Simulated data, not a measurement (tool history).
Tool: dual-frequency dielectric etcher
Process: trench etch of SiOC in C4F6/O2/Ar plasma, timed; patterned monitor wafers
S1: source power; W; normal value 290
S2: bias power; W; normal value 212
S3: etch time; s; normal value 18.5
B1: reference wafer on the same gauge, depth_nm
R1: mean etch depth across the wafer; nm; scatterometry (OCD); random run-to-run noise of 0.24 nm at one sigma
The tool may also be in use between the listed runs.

Run 1, hour 0: usual settings but S3 22.5 s; B1 32.14. Result: R1 44 nm.
Run 2, hour 9.6: usual settings but S3 22.5 s; B1 32.11. Result: R1 44.4 nm.
Run 3, hour 18.2: usual settings; B1 32.06. Result: R1 36.43 nm.
Run 4, hour 33.6: usual settings; B1 32.2. Result: R1 36.99 nm.
Run 5, hour 42.1: usual settings; B1 32.23. Result: R1 36.6 nm.
At hour 56: bias power generator calibrated.
Run 6, hour 58.6: usual settings; B1 32.15. Result: R1 36.75 nm.
At hour 69.1: source power generator calibrated.
Run 7, hour 69.6: usual settings; B1 32.13. Result: R1 36.61 nm.
Run 8, hour 81.9: usual settings; B1 32. Result: R1 37.03 nm.
Run 9, hour 98.2: usual settings; B1 32.14. Result: R1 37.08 nm.
Run 10, hour 112.7: usual settings; B1 32.24. Result: R1 37.3 nm.
At hour 147.8: wet clean of the chamber.
Run 11, hour 148.3: usual settings but S2 177 W; B1 32.11. Result: R1 33.8 nm.
Run 12, hour 148.6: usual settings but S2 236 W; B1 32.12. Result: R1 37.42 nm.
At hour 151.3: gauge calibrated.
At hour 185.9: upper electrode replaced, of another model than before.
Run 13, hour 186.4: usual settings but S3 14.5 s; B1 32.09. Result: R1 28.57 nm.
Run 14, hour 196.5: usual settings; B1 32.12. Result: R1 35.87 nm.
Run 15, hour 211.5: usual settings but S2 177 W; B1 32.07. Result: R1 34.49 nm.
Run 16, hour 221.3: usual settings but S1 320 W, S2 245 W, S3 16 s; B1 32.1. Result: R1 32.79 nm.
Run 17, hour 233.4: usual settings; B1 32.17. Result: R1 35.71 nm.
Run 18, hour 243.4: usual settings but S1 270 W, S2 236 W, S3 13.5 s; B1 32.13. Result: R1 26.54 nm.
Run 19, hour 250.1: usual settings but S1 330 W, S2 172 W, S3 14.5 s; B1 32.06. Result: R1 27.48 nm.
Run 20, hour 262.2: usual settings but S2 248 W, S3 15 s; B1 32.12. Result: R1 30.22 nm.

Expected results for the next run?
Run 21, hour 279.9: usual settings but S1 260 W, S3 21.5 s; B1 ?. Result: R1 ?.

B1: 32.05
R1: 41.09 nm
The same run, on a tool lacking any hidden state, would have yielded R1 40.9 nm.
